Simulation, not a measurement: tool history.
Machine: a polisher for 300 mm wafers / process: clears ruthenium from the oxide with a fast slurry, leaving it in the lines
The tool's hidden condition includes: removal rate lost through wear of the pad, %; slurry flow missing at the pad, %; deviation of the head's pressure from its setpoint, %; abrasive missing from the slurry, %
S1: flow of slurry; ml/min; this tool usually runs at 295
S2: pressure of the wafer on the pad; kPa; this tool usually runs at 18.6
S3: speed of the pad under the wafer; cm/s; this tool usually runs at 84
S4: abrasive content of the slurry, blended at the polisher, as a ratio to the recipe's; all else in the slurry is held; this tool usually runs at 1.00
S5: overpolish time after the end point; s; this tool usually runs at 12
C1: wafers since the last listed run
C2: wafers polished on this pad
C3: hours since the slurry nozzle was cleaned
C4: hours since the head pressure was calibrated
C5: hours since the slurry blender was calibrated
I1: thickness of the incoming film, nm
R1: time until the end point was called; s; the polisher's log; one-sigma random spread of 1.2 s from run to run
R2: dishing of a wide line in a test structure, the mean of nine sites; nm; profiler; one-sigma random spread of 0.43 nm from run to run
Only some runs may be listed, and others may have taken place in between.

{"run": 1, "hour": 0.0, "S1": 295, "S2": 18.6, "S3": 84, "S4": 1.0, "S5": 12, "C1": 0, "C2": 526, "C3": 99.3, "C4": 324.3, "C5": 272.6, "I1": 200.7, "R1": 67.2, "R2": 27.7}
{"run": 2, "hour": 32.8, "S1": 295, "S2": 18.6, "S3": 84, "S4": 1.0, "S5": 12, "C1": 373, "C2": 900, "C3": 132.1, "C4": 357.1, "C5": 305.4, "I1": 201.5, "R1": 66.7, "R2": 27.3}
{"hour": 45.0, "done": "worn pad replaced by a new one"}
{"run": 3, "hour": 48.3, "S1": 295, "S2": 18.6, "S3": 84, "S4": 1.0, "S5": 10, "C1": 131, "C2": 37, "C3": 147.6, "C4": 372.6, "C5": 320.9, "I1": 197.0, "R1": 65.8, "R2": 23.5}
{"run": 4, "hour": 79.2, "S1": 295, "S2": 18.6, "S3": 84, "S4": 1.0, "S5": 10, "C1": 352, "C2": 389, "C3": 178.5, "C4": 403.5, "C5": 351.8, "I1": 200.4, "R1": 68.8, "R2": 22.9}
{"run": 5, "hour": 100.0, "S1": 295, "S2": 18.6, "S3": 84, "S4": 1.0, "S5": 10, "C1": 237, "C2": 626, "C3": 199.3, "C4": 424.3, "C5": 372.6, "I1": 199.7, "R1": 68.6, "R2": 22.1}
{"hour": 114.3, "done": "worn pad replaced by a new one"}
{"hour": 123.9, "done": "slurry nozzle cleaned"}
{"hour": 127.9, "done": "slurry blender recalibrated"}
{"run": 6, "hour": 134.9, "S1": 295, "S2": 18.6, "S3": 84, "S4": 1.0, "S5": 12, "C1": 318, "C2": 200, "C3": 11.0, "C4": 459.2, "C5": 7.0, "I1": 200.2, "R1": 59.1, "R2": 29.6}
{"hour": 145.3, "done": "head pressure recalibrated"}
{"run": 7, "hour": 147.9, "S1": 295, "S2": 21.4, "S3": 84, "S4": 1.0, "S5": 12, "C1": 125, "C2": 326, "C3": 24.0, "C4": 2.6, "C5": 20.0, "I1": 200.9, "R1": 52.6, "R2": 34.2}
{"run": 8, "hour": 164.5, "S1": 295, "S2": 18.6, "S3": 84, "S4": 1.0, "S5": 10, "C1": 189, "C2": 515, "C3": 40.6, "C4": 19.2, "C5": 36.6, "I1": 199.5, "R1": 61.3, "R2": 26.1}
{"hour": 186.7, "done": "worn pad replaced by a new one"}
{"run": 9, "hour": 193.9, "S1": 295, "S2": 22.8, "S3": 92, "S4": 0.75, "S5": 16, "C1": 289, "C2": 82, "C3": 70.0, "C4": 48.6, "C5": 66.0, "I1": 199.1, "R1": 53.2, "R2": 40.7}
{"run": 10, "hour": 218.4, "S1": 295, "S2": 18.6, "S3": 84, "S4": 1.0, "S5": 12, "C1": 279, "C2": 361, "C3": 94.5, "C4": 73.1, "C5": 90.5, "I1": 198.0, "R1": 61.8, "R2": 29.6}
{"run": 11, "hour": 230.5, "S1": 295, "S2": 13.1, "S3": 84, "S4": 1.0, "S5": 12, "C1": 137, "C2": 499, "C3": 106.6, "C4": 85.2, "C5": 102.6, "I1": 202.2, "R1": 85.9, "R2": 21.3}
{"hour": 277.3, "done": "worn pad replaced by a new one"}
{"run": 12, "hour": 283.3, "S1": 295, "S2": 13.1, "S3": 60, "S4": 1.1, "S5": 12, "C1": 556, "C2": 67, "C3": 159.4, "C4": 138.0, "C5": 155.4, "I1": 204.2, "R1": 118.0, "R2": 16.1}
{"run": 13, "hour": 296.9, "S1": 295, "S2": 16.5, "S3": 84, "S4": 1.1, "S5": 12, "C1": 155, "C2": 222, "C3": 173.0, "C4": 151.6, "C5": 169.0, "I1": 199.8, "R1": 66.4, "R2": 28.1}
{"run": 14, "hour": 317.5, "S1": 210, "S2": 18.6, "S3": 84, "S4": 1.0, "S5": 12, "C1": 234, "C2": 457, "C3": 193.6, "C4": 172.2, "C5": 189.6, "I1": 199.8, "R1": 66.5, "R2": 27.8}

Consider 4 possible next runs. They are alternatives, not a sequence: every one starts from the tool as it was left by run 14. What does each give?
{"run": "A", "hour": 317.9, "S1": 220, "S2": 18.6, "S3": 84, "S4": 1.0, "S5": 12, "C1": 4, "C2": 462, "C3": 194.0, "C4": 172.6, "C5": 190.0, "I1": 197.1, "R1": "?", "R2": "?"}
{"run": "B", "hour": 317.9, "S1": 205, "S2": 20.7, "S3": 66, "S4": 1.0, "S5": 6, "C1": 4, "C2": 462, "C3": 194.0, "C4": 172.6, "C5": 190.0, "I1": 197.1, "R1": "?", "R2": "?"}
{"run": "C", "hour": 317.9, "S1": 295, "S2": 18.6, "S3": 84, "S4": 0.85, "S5": 8, "C1": 4, "C2": 462, "C3": 194.0, "C4": 172.6, "C5": 190.0, "I1": 197.1, "R1": "?", "R2": "?"}
{"run": "D", "hour": 317.9, "S1": 295, "S2": 18.6, "S3": 84, "S4": 1.3, "S5": 12, "C1": 4, "C2": 462, "C3": 194.0, "C4": 172.6, "C5": 190.0, "I1": 197.1, "R1": "?", "R2": "?"}

run=A R1=65.4 R2=28.0
run=B R1=76.1 R2=12.9
run=C R1=69.8 R2=18.3
run=D R1=55.1 R2=32.5
With the hidden condition removed and each run's random variation left untouched, the same runs would have given:
run=A R1=60.8 R2=29.9
run=B R1=70.7 R2=13.9
run=C R1=64.4 R2=19.7
run=D R1=51.8 R2=34.3
